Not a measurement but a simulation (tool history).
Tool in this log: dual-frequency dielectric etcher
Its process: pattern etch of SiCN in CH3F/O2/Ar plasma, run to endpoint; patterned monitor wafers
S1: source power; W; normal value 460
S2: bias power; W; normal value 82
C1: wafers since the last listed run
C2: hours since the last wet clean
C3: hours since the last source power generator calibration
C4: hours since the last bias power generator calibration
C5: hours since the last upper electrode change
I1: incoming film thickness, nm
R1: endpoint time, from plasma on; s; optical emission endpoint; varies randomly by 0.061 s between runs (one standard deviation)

run 1 hour=0 | S1=460 S2=82 | C1=0 C2=542.2 C3=546.6 C4=3458.9 C5=1263 | I1=7.21 | R1=18.4
-- hour=87.3 wet clean of the chamber
run 2 hour=98 | S1=460 S2=82 | C1=1116 C2=10.7 C3=644.6 C4=3556.9 C5=1361 | I1=7.14 | R1=17.4
run 3 hour=166.9 | S1=460 S2=82 | C1=1039 C2=79.6 C3=713.5 C4=3625.8 C5=1429.9 | I1=7.15 | R1=17.6
run 4 hour=234.3 | S1=460 S2=82 | C1=1016 C2=147 C3=780.9 C4=3693.2 C5=1497.3 | I1=7.19 | R1=17.8
run 5 hour=336.5 | S1=390 S2=82 | C1=1541 C2=249.2 C3=883.1 C4=3795.4 C5=1599.5 | I1=7.21 | R1=18.7
run 6 hour=435.4 | S1=390 S2=82 | C1=1491 C2=348.1 C3=982 C4=3894.3 C5=1698.4 | I1=7.19 | R1=18.6
run 7 hour=483.6 | S1=500 S2=82 | C1=726 C2=396.3 C3=1030.2 C4=3942.5 C5=1746.6 | I1=7.17 | R1=17.8
run 8 hour=547.4 | S1=500 S2=82 | C1=962 C2=460.1 C3=1094 C4=4006.3 C5=1810.4 | I1=7.17 | R1=17.9
run 9 hour=654.8 | S1=500 S2=82 | C1=1619 C2=567.5 C3=1201.4 C4=4113.7 C5=1917.8 | I1=7.23 | R1=18.2
run 10 hour=702.7 | S1=460 S2=74 | C1=722 C2=615.4 C3=1249.3 C4=4161.6 C5=1965.7 | I1=7.14 | R1=19.1
-- hour=804.7 wet clean of the chamber
run 11 hour=805.2 | S1=460 S2=74 | C1=1183 C2=0.5 C3=1351.8 C4=4264.1 C5=2068.2 | I1=7.29 | R1=18.6
-- hour=815.9 bias power generator calibrated
run 12 hour=889.8 | S1=460 S2=86 | C1=1215 C2=85.1 C3=1436.4 C4=73.9 C5=2152.8 | I1=7.17 | R1=17.1
run 13 hour=942.8 | S1=400 S2=91 | C1=799 C2=138.1 C3=1489.4 C4=126.9 C5=2205.8 | I1=7.24 | R1=17.3
run 14 hour=1022.7 | S1=400 S2=91 | C1=1205 C2=218 C3=1569.3 C4=206.8 C5=2285.7 | I1=7.14 | R1=17.1
-- hour=1033.1 source power generator calibrated
run 15 hour=1095.4 | S1=460 S2=82 | C1=1036 C2=290.7 C3=62.3 C4=279.5 C5=2358.4 | I1=7.22 | R1=17.7
run 16 hour=1175.5 | S1=460 S2=82 | C1=1208 C2=370.8 C3=142.4 C4=359.6 C5=2438.5 | I1=7.22 | R1=17.8
run 17 hour=1233.9 | S1=460 S2=82 | C1=880 C2=429.2 C3=200.8 C4=418 C5=2496.9 | I1=7.27 | R1=18.2
run 18 hour=1274.3 | S1=530 S2=73 | C1=609 C2=469.6 C3=241.2 C4=458.4 C5=2537.3 | I1=7.21 | R1=18.5
run 19 hour=1320.2 | S1=460 S2=82 | C1=692 C2=515.5 C3=287.1 C4=504.3 C5=2583.2 | I1=7.2 | R1=18.1
-- hour=1392.7 wet clean of the chamber
run 20 hour=1443.7 | S1=380 S2=72 | C1=1500 C2=51 C3=410.6 C4=627.8 C5=2706.7 | I1=7.17 | R1=19.1
run 21 hour=1540.1 | S1=460 S2=74 | C1=1453 C2=147.4 C3=507 C4=724.2 C5=2803.1 | I1=7.2 | R1=18.4
run 22 hour=1641.4 | S1=460 S2=82 | C1=1527 C2=248.7 C3=608.3 C4=825.5 C5=2904.4 | I1=7.21 | R1=17.8
run 23 hour=1839 | S1=560 S2=90 | C1=2980 C2=446.3 C3=805.9 C4=1023.1 C5=3102 | I1=7.24 | R1=16.8
-- hour=2075.9 wet clean of the chamber
-- hour=2106.6 upper electrode replaced
run 24 hour=2132.5 | S1=340 S2=95 | C1=3702 C2=56.6 C3=1099.4 C4=1316.6 C5=25.9 | I1=7.24 | R1=17.6
run 25 hour=2178.6 | S1=460 S2=82 | C1=695 C2=102.7 C3=1145.5 C4=1362.7 C5=72 | I1=7.24 | R1=17.7
run 26 hour=2269.3 | S1=350 S2=68 | C1=1367 C2=193.4 C3=1236.2 C4=1453.4 C5=162.7 | I1=7.22 | R1=20
run 27 hour=2361.1 | S1=530 S2=76 | C1=1384 C2=285.2 C3=1328 C4=1545.2 C5=254.5 | I1=7.24 | R1=18
run 28 hour=2404.3 | S1=460 S2=82 | C1=651 C2=328.4 C3=1371.2 C4=1588.4 C5=297.7 | I1=7.2 | R1=17.9
run 29 hour=2486.7 | S1=540 S2=82 | C1=1242 C2=410.8 C3=1453.6 C4=1670.8 C5=380.1 | I1=7.28 | R1=17.6
run 30 hour=2593.4 | S1=460 S2=82 | C1=1609 C2=517.5 C3=1560.3 C4=1777.5 C5=486.8 | I1=7.2 | R1=18.2
-- hour=2619.7 source power generator calibrated
run 31 hour=2659.3 | S1=460 S2=94 | C1=933 C2=583.4 C3=39.6 C4=1843.4 C5=552.7 | I1=7.18 | R1=17.3
-- hour=2757.4 wet clean of the chamber
run 32 hour=2757.9 | S1=510 S2=74 | C1=1125 C2=0.5 C3=138.2 C4=1942 C5=651.3 | I1=7.22 | R1=18
run 33 hour=2799.3 | S1=340 S2=82 | C1=624 C2=41.9 C3=179.6 C4=1983.4 C5=692.7 | I1=7.2 | R1=18.7
run 34 hour=2893.1 | S1=460 S2=82 | C1=1414 C2=135.7 C3=273.4 C4=2077.2 C5=786.5 | I1=7.21 | R1=17.7
run 35 hour=2982.9 | S1=410 S2=92 | C1=1354 C2=225.5 C3=363.2 C4=2167 C5=876.3 | I1=7.17 | R1=17.5

Run-by-run hidden state of the tool:
source power that arrives over what is set, %: 0 on each run
H1: etch rate over this chamber's usual, %
H2: bias power that arrives over what is set, %
run=1 H1=-4.21 H2=-5.48
run=2 H1=-0.175 H2=-5.51
run=3 H1=-0.688 H2=-5.52
run=4 H1=-1.19 H2=-5.54
run=5 H1=-1.95 H2=-5.56
run=6 H1=-2.69 H2=-5.58
run=7 H1=-3.05 H2=-5.59
run=8 H1=-3.52 H2=-5.6
run=9 H1=-4.32 H2=-5.62
run=10 H1=-4.68 H2=-5.63
run=11 H1=-0.161 H2=-5.64
run=12 H1=-0.791 H2=-0.495
run=13 H1=-1.19 H2=-0.7
run=14 H1=-1.78 H2=-0.992
run=15 H1=-2.32 H2=-1.24
run=16 H1=-2.92 H2=-1.5
run=17 H1=-3.35 H2=-1.68
run=18 H1=-3.66 H2=-1.8
run=19 H1=-4 H2=-1.93
run=20 H1=-0.688 H2=-2.26
run=21 H1=-1.41 H2=-2.5
run=22 H1=-2.16 H2=-2.73
run=23 H1=-3.63 H2=-3.12
run=24 H1=-0.0214 H2=-3.61
run=25 H1=-0.365 H2=-3.67
run=26 H1=-1.04 H2=-3.8
run=27 H1=-1.72 H2=-3.92
run=28 H1=-2.05 H2=-3.97
run=29 H1=-2.66 H2=-4.06
run=30 H1=-3.46 H2=-4.17
run=31 H1=-3.95 H2=-4.24
run=32 H1=-0.302 H2=-4.33
run=33 H1=-0.61 H2=-4.37
run=34 H1=-1.31 H2=-4.45
run=35 H1=-1.98 H2=-4.52

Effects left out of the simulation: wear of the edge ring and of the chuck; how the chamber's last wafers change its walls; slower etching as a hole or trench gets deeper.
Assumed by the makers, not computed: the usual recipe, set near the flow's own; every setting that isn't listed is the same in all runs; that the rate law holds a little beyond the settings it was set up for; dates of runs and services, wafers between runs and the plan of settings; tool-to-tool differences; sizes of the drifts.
